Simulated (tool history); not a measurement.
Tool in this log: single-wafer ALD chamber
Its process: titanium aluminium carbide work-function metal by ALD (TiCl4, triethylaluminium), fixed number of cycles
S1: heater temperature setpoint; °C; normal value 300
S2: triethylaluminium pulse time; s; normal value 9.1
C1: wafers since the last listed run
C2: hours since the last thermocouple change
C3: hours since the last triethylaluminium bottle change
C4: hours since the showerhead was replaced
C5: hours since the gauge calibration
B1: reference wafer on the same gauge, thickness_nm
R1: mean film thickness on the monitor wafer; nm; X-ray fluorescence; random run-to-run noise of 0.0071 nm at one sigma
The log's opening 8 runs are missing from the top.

run,hour,S1,S2,C1,C2,C3,C4,C5,B1,R1
9,116.3,314,11.56,92,106.3,717,93.1,347.6,2.119,2.101
10,124.2,300,7.1,101,114.2,724.9,101,355.5,2.122,1.894
11,138.7,300,9.1,185,128.7,739.4,115.5,370,2.121,1.95
12,150.2,296,12.67,147,140.2,750.9,127,381.5,2.12,1.969
13,160.5,300,9.1,132,150.5,761.2,137.3,391.8,2.12,1.947
14,167.8,286,11.31,93,157.8,768.5,144.6,399.1,2.121,1.878
15,182,300,12.13,182,172,782.7,158.8,413.3,2.118,1.994
# hour 196.8: triethylaluminium bottle replaced
16,197.3,300,9.1,93,187.3,0.5,174.1,428.6,2.122,1.996
17,206.1,288,7.01,112,196.1,9.3,182.9,437.4,2.121,1.855
18,213.3,295,9.1,92,203.3,16.5,190.1,444.6,2.12,1.956
19,230.7,286,11.95,223,220.7,33.9,207.5,462,2.12,1.925
20,242.3,300,9.1,148,232.3,45.5,219.1,473.6,2.12,1.998
# hour 242.6: gauge calibrated
21,252.5,300,6.6,130,242.5,55.7,229.3,9.9,2.122,1.93
22,267,300,9.1,185,257,70.2,243.8,24.4,2.121,1.984
23,276.4,305,11.6,120,266.4,79.6,253.2,33.8,2.121,2.079
24,287.6,309,5.78,143,277.6,90.8,264.4,45,2.119,1.987
25,297.8,308,11.74,130,287.8,101,274.6,55.2,2.119,2.098
26,315.1,286,11.31,221,305.1,118.3,291.9,72.5,2.122,1.916
27,328.5,286,11.05,171,318.5,131.7,305.3,85.9,2.122,1.898
28,337.4,300,9.1,114,327.4,140.6,314.2,94.8,2.119,1.997
29,374.2,286,11.05,471,364.2,177.4,351,131.6,2.119,1.906
30,384.5,300,9.1,132,374.5,187.7,361.3,141.9,2.119,1.977
31,392.7,304,12.55,105,382.7,195.9,369.5,150.1,2.122,2.078
32,404.8,300,9.1,155,394.8,208,381.6,162.2,2.121,1.979

5 ways to go on from here, each from the tool as it stands after run 32. What would each give?
A,405.2,312,9.1,5,395.2,208.4,382,162.6,?,?
B,405.2,300,10.87,5,395.2,208.4,382,162.6,?,?
C,405.2,314,6.11,5,395.2,208.4,382,162.6,?,?
D,405.2,295,5.62,5,395.2,208.4,382,162.6,?,?
E,405.2,289,10.04,5,395.2,208.4,382,162.6,?,?

run,B1,R1
A,2.118,2.075
B,2.118,2.009
C,2.118,2.011
D,2.118,1.849
E,2.118,1.908
With no hidden state in the tool, these same runs would have given:
run,R1
A,2.098
B,2.027
C,2.044
D,1.882
E,1.928

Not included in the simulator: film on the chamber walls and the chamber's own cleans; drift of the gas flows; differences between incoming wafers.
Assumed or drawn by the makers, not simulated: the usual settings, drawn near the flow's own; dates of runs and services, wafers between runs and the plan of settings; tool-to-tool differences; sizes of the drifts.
